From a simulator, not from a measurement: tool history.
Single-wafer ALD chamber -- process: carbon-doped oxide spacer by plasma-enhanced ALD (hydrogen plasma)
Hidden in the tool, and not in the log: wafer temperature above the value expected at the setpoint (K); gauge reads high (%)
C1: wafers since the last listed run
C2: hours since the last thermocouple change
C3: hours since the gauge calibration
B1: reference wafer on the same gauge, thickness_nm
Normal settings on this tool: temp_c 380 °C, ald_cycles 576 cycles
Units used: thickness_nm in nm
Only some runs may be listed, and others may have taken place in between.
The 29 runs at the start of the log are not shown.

run 30 day=52.646 | temp_c=380 ald_cycles=576 | C1=29 C2=164.8 C3=1663.1 | B1=26.308 | thickness_nm=29.64
-- day=52.692 gauge calibrated
run 31 day=54.192 | temp_c=393 ald_cycles=527 | C1=30 C2=201.9 C3=36 | B1=26.294 | thickness_nm=27.028
run 32 day=55.562 | temp_c=373 ald_cycles=673 | C1=26 C2=234.8 C3=68.9 | B1=26.293 | thickness_nm=34.589
run 33 day=57.462 | temp_c=380 ald_cycles=576 | C1=37 C2=280.4 C3=114.5 | B1=26.294 | thickness_nm=29.643
run 34 day=58.867 | temp_c=380 ald_cycles=576 | C1=27 C2=314.1 C3=148.2 | B1=26.302 | thickness_nm=29.454
run 35 day=60.8 | temp_c=380 ald_cycles=576 | C1=37 C2=360.5 C3=194.6 | B1=26.292 | thickness_nm=29.567
run 36 day=63.738 | temp_c=391 ald_cycles=576 | C1=57 C2=431 C3=265.1 | B1=26.305 | thickness_nm=29.532
run 37 day=66.429 | temp_c=371 ald_cycles=537 | C1=52 C2=495.6 C3=329.7 | B1=26.292 | thickness_nm=27.52
run 38 day=69.1 | temp_c=380 ald_cycles=497 | C1=52 C2=559.7 C3=393.8 | B1=26.304 | thickness_nm=25.471
run 39 day=70.638 | temp_c=372 ald_cycles=546 | C1=29 C2=596.6 C3=430.7 | B1=26.313 | thickness_nm=27.945

What if the next run were any one of these 3? Each begins from the tool's condition after run 39:
run A day=70.692 | temp_c=372 ald_cycles=576 | C1=1 C2=597.9 C3=432 | B1=? | thickness_nm=?
run B day=70.692 | temp_c=375 ald_cycles=490 | C1=1 C2=597.9 C3=432 | B1=? | thickness_nm=?
run C day=70.692 | temp_c=367 ald_cycles=617 | C1=1 C2=597.9 C3=432 | B1=? | thickness_nm=?

run=A B1=26.293 thickness_nm=29.529
run=B B1=26.293 thickness_nm=25.12
run=C B1=26.293 thickness_nm=31.631
With the hidden condition removed and each run's random variation left untouched, the same runs would have given:
run=A thickness_nm=29.529
run=B thickness_nm=25.12
run=C thickness_nm=31.631
